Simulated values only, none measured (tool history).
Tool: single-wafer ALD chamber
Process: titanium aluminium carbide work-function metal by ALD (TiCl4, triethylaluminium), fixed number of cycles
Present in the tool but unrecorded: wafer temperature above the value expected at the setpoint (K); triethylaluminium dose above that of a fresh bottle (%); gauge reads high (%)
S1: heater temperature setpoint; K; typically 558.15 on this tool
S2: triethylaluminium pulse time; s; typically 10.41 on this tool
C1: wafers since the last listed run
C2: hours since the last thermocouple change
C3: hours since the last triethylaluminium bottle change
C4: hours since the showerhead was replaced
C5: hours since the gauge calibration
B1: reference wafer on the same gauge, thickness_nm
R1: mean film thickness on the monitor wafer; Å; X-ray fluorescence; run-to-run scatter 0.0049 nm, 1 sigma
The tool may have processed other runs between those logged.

run 1 hour=0 | S1=558.15 S2=10.41 | C1=0 C2=1221.4 C3=206.3 C4=2924.8 C5=310.9 | B1=2.26 | R1=19.31
run 2 hour=24.2 | S1=558.15 S2=10.41 | C1=294 C2=1245.6 C3=230.5 C4=2949 C5=335.1 | B1=2.262 | R1=19.24
run 3 hour=53.7 | S1=558.15 S2=10.41 | C1=359 C2=1275.1 C3=260 C4=2978.5 C5=364.6 | B1=2.261 | R1=19.25
run 4 hour=98.6 | S1=558.15 S2=10.41 | C1=547 C2=1320 C3=304.9 C4=3023.4 C5=409.5 | B1=2.258 | R1=19.28
run 5 hour=132.2 | S1=558.15 S2=10.41 | C1=409 C2=1353.6 C3=338.5 C4=3057 C5=443.1 | B1=2.26 | R1=19.25
run 6 hour=165.3 | S1=558.15 S2=10.41 | C1=403 C2=1386.7 C3=371.6 C4=3090.1 C5=476.2 | B1=2.261 | R1=19.26
run 7 hour=219.9 | S1=558.15 S2=10.41 | C1=665 C2=1441.3 C3=426.2 C4=3144.7 C5=530.8 | B1=2.26 | R1=19.28
run 8 hour=274.7 | S1=558.15 S2=12.24 | C1=667 C2=1496.1 C3=481 C4=3199.5 C5=585.6 | B1=2.26 | R1=19.75
-- hour=338.6 thermocouple changed; heater temperature recalibrated
run 9 hour=339.1 | S1=558.15 S2=12.24 | C1=687 C2=0.5 C3=545.4 C4=3263.9 C5=650 | B1=2.26 | R1=19.24
run 10 hour=396.4 | S1=550.15 S2=13.33 | C1=698 C2=57.8 C3=602.7 C4=3321.2 C5=707.3 | B1=2.26 | R1=18.71
-- hour=419.5 triethylaluminium bottle replaced
run 11 hour=454 | S1=550.15 S2=13.33 | C1=604 C2=115.4 C3=34.5 C4=3378.8 C5=764.9 | B1=2.26 | R1=18.97
run 12 hour=540.8 | S1=563.15 S2=12.8 | C1=1057 C2=202.2 C3=121.3 C4=3465.6 C5=851.7 | B1=2.26 | R1=19.93
run 13 hour=574.9 | S1=558.15 S2=10.41 | C1=415 C2=236.3 C3=155.4 C4=3499.7 C5=885.8 | B1=2.261 | R1=19.19
run 14 hour=635 | S1=568.15 S2=7.41 | C1=732 C2=296.4 C3=215.5 C4=3559.8 C5=945.9 | B1=2.258 | R1=17.83
run 15 hour=669.5 | S1=558.15 S2=10.41 | C1=420 C2=330.9 C3=250 C4=3594.3 C5=980.4 | B1=2.26 | R1=19.13
run 16 hour=718.8 | S1=565.15 S2=12.59 | C1=600 C2=380.2 C3=299.3 C4=3643.6 C5=1029.7 | B1=2.26 | R1=20.08
-- hour=736.4 gauge calibrated
-- hour=757.2 showerhead replaced
run 17 hour=760 | S1=558.15 S2=12.74 | C1=404 C2=421.4 C3=340.5 C4=2.8 C5=23.6 | B1=2.26 | R1=19.63
run 18 hour=788.9 | S1=553.15 S2=10.41 | C1=352 C2=450.3 C3=369.4 C4=31.7 C5=52.5 | B1=2.261 | R1=18.65
run 19 hour=816.1 | S1=558.15 S2=10.41 | C1=331 C2=477.5 C3=396.6 C4=58.9 C5=79.7 | B1=2.26 | R1=19.1
run 20 hour=882.2 | S1=562.15 S2=6.67 | C1=805 C2=543.6 C3=462.7 C4=125 C5=145.8 | B1=2.259 | R1=16.22
run 21 hour=953.2 | S1=548.15 S2=11.86 | C1=865 C2=614.6 C3=533.7 C4=196 C5=216.8 | B1=2.26 | R1=18.66
run 22 hour=981.1 | S1=568.15 S2=7.06 | C1=339 C2=642.5 C3=561.6 C4=223.9 C5=244.7 | B1=2.26 | R1=17.25

Branching from run 22: 4 alternative next runs. What would each branch give?
run A hour=981.5 | S1=572.15 S2=10.41 | C1=4 C2=642.9 C3=562 C4=224.3 C5=245.1 | B1=? | R1=?
run B hour=981.5 | S1=547.15 S2=7.93 | C1=4 C2=642.9 C3=562 C4=224.3 C5=245.1 | B1=? | R1=?
run C hour=981.5 | S1=565.15 S2=12.92 | C1=4 C2=642.9 C3=562 C4=224.3 C5=245.1 | B1=? | R1=?
run D hour=981.5 | S1=570.15 S2=12.38 | C1=4 C2=642.9 C3=562 C4=224.3 C5=245.1 | B1=? | R1=?

run=A B1=2.261 R1=20.16
run=B B1=2.261 R1=16.81
run=C B1=2.261 R1=20.22
run=D B1=2.261 R1=20.53
Without the tool's unlogged condition, the same runs would have read:
run=A R1=20.27
run=B R1=17.24
run=C R1=20.1
run=D R1=20.45
